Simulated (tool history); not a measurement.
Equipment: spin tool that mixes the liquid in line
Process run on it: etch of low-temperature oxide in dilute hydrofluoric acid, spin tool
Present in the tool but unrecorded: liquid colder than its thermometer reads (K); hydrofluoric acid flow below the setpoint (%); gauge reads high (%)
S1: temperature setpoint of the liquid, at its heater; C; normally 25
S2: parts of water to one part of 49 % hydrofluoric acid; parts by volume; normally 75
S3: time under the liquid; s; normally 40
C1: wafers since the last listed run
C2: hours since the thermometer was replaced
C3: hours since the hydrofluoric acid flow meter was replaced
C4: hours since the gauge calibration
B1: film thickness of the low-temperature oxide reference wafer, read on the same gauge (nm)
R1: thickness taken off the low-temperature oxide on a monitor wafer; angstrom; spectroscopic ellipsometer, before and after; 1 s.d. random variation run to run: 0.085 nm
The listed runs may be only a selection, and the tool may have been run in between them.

run	day	S1	S2	S3	C1	C2	C3	C4	B1	R1
1	0	25	75	40	0	448.2	628.7	135.9	80.05	86.7
2	1.221	25	75	40	422	477.5	658	165.2	80.05	85.6
3	1.725	26.5	75	25	174	489.6	670.1	177.3	79.97	57.7
4	2.908	26.5	75	25	409	518	698.5	205.7	80.02	56.8
5	3.662	26.5	75	25	260	536.1	716.6	223.8	79.97	56.6
6	4.208	25	75	40	188	549.2	729.7	236.9	80.01	85.5
7	5.379	25	75	40	405	577.3	757.8	265	79.96	84.8
8	6.042	25	75	40	229	593.2	773.7	280.9	80.01	85.5
9	6.688	25	75	25	223	608.7	789.2	296.4	80.01	52.5
10	8.167	25	85	40	511	644.2	824.7	331.9	80.01	71.8
11	9.517	27.5	95	60	467	676.6	857.1	364.3	79.98	104.1
# day 10.667: gauge calibrated
12	10.783	25	75	40	438	707	887.5	2.8	79.99	81.5
# day 11.392: hydrofluoric acid flow meter replaced
13	11.812	27	40	60	341	731.7	10.1	27.5	79.96	294
# day 12.104: thermometer replaced
14	12.842	22.5	60	40	341	17.7	34.8	52.2	79.97	112
15	13.704	27.5	110	60	298	38.4	55.5	72.9	79.95	106.5
16	14.962	25	75	40	435	68.6	85.7	103.1	80	97
17	16.079	25	40	50	386	95.4	112.5	129.9	80	235.5
18	17.15	22	55	30	370	121.1	138.2	155.6	79.94	90

Here are 5 independent what-if runs from the current tool condition. What would each one return?
A	17.167	25	60	40	5	121.5	138.6	156	?	?
B	17.167	20	55	50	5	121.5	138.6	156	?	?
C	17.167	28	40	25	5	121.5	138.6	156	?	?
D	17.167	21.5	75	25	5	121.5	138.6	156	?	?
E	17.167	23	100	25	5	121.5	138.6	156	?	?

run	B1	R1
A	80	123.7
B	80	137.9
C	80	134.7
D	80	52.6
E	80	40.7
Stripped of hidden state, with their random variation kept, the same runs would have yielded:
run	R1
A	128.5
B	143.4
C	139.9
D	54.6
E	42.3
